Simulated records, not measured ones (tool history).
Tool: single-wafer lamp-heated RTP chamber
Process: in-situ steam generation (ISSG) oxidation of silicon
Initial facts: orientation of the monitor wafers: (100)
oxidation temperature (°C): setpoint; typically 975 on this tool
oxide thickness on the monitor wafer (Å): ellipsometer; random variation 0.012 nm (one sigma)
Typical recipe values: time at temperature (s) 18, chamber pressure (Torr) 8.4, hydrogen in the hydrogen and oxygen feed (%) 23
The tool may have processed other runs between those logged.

| run | hour | oxidation temperature (°C) | time at temperature (s) | chamber pressure (Torr) | hydrogen in the hydrogen and oxygen feed (%) | wafers since the last listed run | wafers since the last pyrometer calibration | hours since the pressure gauge was zeroed | hours since the hydrogen flow controller was replaced | hours since the gauge calibration | read-back reference wafer on the same gauge, thickness | oxide thickness on the monitor wafer (Å) |
|---|---|---|---|---|---|---|---|---|---|---|---|---|
| 1 | 0 | 975 | 18 | 8.4 | 23 | 0 | 3090 | 3823.5 | 2222.7 | 62.8 | 3.789 | 47.71 |
| 2 | 13.1 | 975 | 18 | 8.4 | 23 | 102 | 3192 | 3836.6 | 2235.8 | 75.9 | 3.789 | 47.67 |
| 3 | 28.6 | 975 | 18 | 8.4 | 23 | 121 | 3313 | 3852.1 | 2251.3 | 91.4 | 3.792 | 47.54 |
| 4 | 38.6 | 975 | 18 | 8.4 | 23 | 78 | 3392 | 3862.1 | 2261.3 | 101.4 | 3.788 | 47.59 |
| 5 | 47.2 | 975 | 18 | 8.4 | 23 | 67 | 3459 | 3870.7 | 2269.9 | 110 | 3.79 | 47.77 |
| 6 | 58.3 | 975 | 18 | 8.4 | 23 | 86 | 3545 | 3881.8 | 2281 | 121.1 | 3.79 | 47.79 |
| 7 | 70.5 | 975 | 18 | 8.4 | 23 | 95 | 3641 | 3894 | 2293.2 | 133.3 | 3.793 | 48.02 |
| 8 | 77.6 | 975 | 18 | 8.4 | 23 | 55 | 3696 | 3901.1 | 2300.3 | 140.4 | 3.79 | 47.8 |
|  | 90.6 | pressure gauge zeroed |
|  | 91.5 | hydrogen flow controller replaced |
| 9 | 92 | 975 | 18 | 8.4 | 23 | 43 | 3740 | 1.4 | 0.5 | 154.8 | 3.792 | 47.75 |
| 10 | 101.4 | 975 | 18 | 8.4 | 23 | 73 | 3813 | 10.8 | 9.9 | 164.2 | 3.79 | 48.13 |
| 11 | 119 | 984 | 12 | 9.7 | 23 | 137 | 3951 | 28.4 | 27.5 | 181.8 | 3.787 | 40.94 |
| 12 | 127.6 | 975 | 18 | 8.4 | 23 | 67 | 4018 | 37 | 36.1 | 190.4 | 3.79 | 47.98 |
| 13 | 143.8 | 975 | 18 | 8.4 | 23 | 126 | 4144 | 53.2 | 52.3 | 206.6 | 3.792 | 47.91 |
|  | 150.1 | gauge calibrated |
| 14 | 159 | 982 | 18 | 8.4 | 32 | 118 | 4263 | 68.4 | 67.5 | 8.9 | 3.789 | 53.89 |
|  | 177 | pyrometer window cleaned and pyrometer calibrated |
| 15 | 177.5 | 975 | 18 | 8.4 | 23 | 82 | 4 | 86.9 | 86 | 27.4 | 3.792 | 46.35 |
| 16 | 184 | 975 | 18 | 7.3 | 23 | 50 | 54 | 93.4 | 92.5 | 33.9 | 3.791 | 46.56 |
| 17 | 192.4 | 981 | 18 | 8.4 | 23 | 65 | 120 | 101.8 | 100.9 | 42.3 | 3.789 | 47.5 |
| 18 | 200.1 | 975 | 18 | 8.4 | 23 | 60 | 180 | 109.5 | 108.6 | 50 | 3.789 | 46.47 |
| 19 | 207.5 | 975 | 18 | 9.5 | 17 | 57 | 238 | 116.9 | 116 | 57.4 | 3.787 | 42.85 |
| 20 | 221.5 | 970 | 18 | 8.9 | 23 | 109 | 347 | 130.9 | 130 | 71.4 | 3.788 | 45.43 |

Selected run-to-run steps in oxide thickness on the monitor wafer (Å), each split into two signed amounts: the part the tool would show with no hidden state at all (from settings, incoming material and random variation), and the remainder, which goes to the hidden state together with any gauge scatter not common to the measured and the hidden-state-free results:
The hidden state here: true wafer temperature minus pyrometer reading, K; true pressure minus gauge reading, Torr; deviation of the hydrogen flow from its setpoint, %; gauge reads high (%).
Run 10 -> 11: oxidation temperature (°C) 975 -> 984, time at temperature (s) 18 -> 12, chamber pressure (Torr) 8.4 -> 9.7. oxide thickness on the monitor wafer (Å) -7.19: hidden state -0.29, all else -6.9.
Run 11 -> 12: oxidation temperature (°C) 984 -> 975, time at temperature (s) 12 -> 18, chamber pressure (Torr) 9.7 -> 8.4. oxide thickness on the monitor wafer (Å) +7.04: hidden state +0.35, all else +6.69.
Run 14 -> 15: oxidation temperature (°C) 982 -> 975, hydrogen in the hydrogen and oxygen feed (%) 32 -> 23, pyrometer window cleaned and pyrometer calibrated. oxide thickness on the monitor wafer (Å) -7.54: hidden state -1.93, all else -5.61.
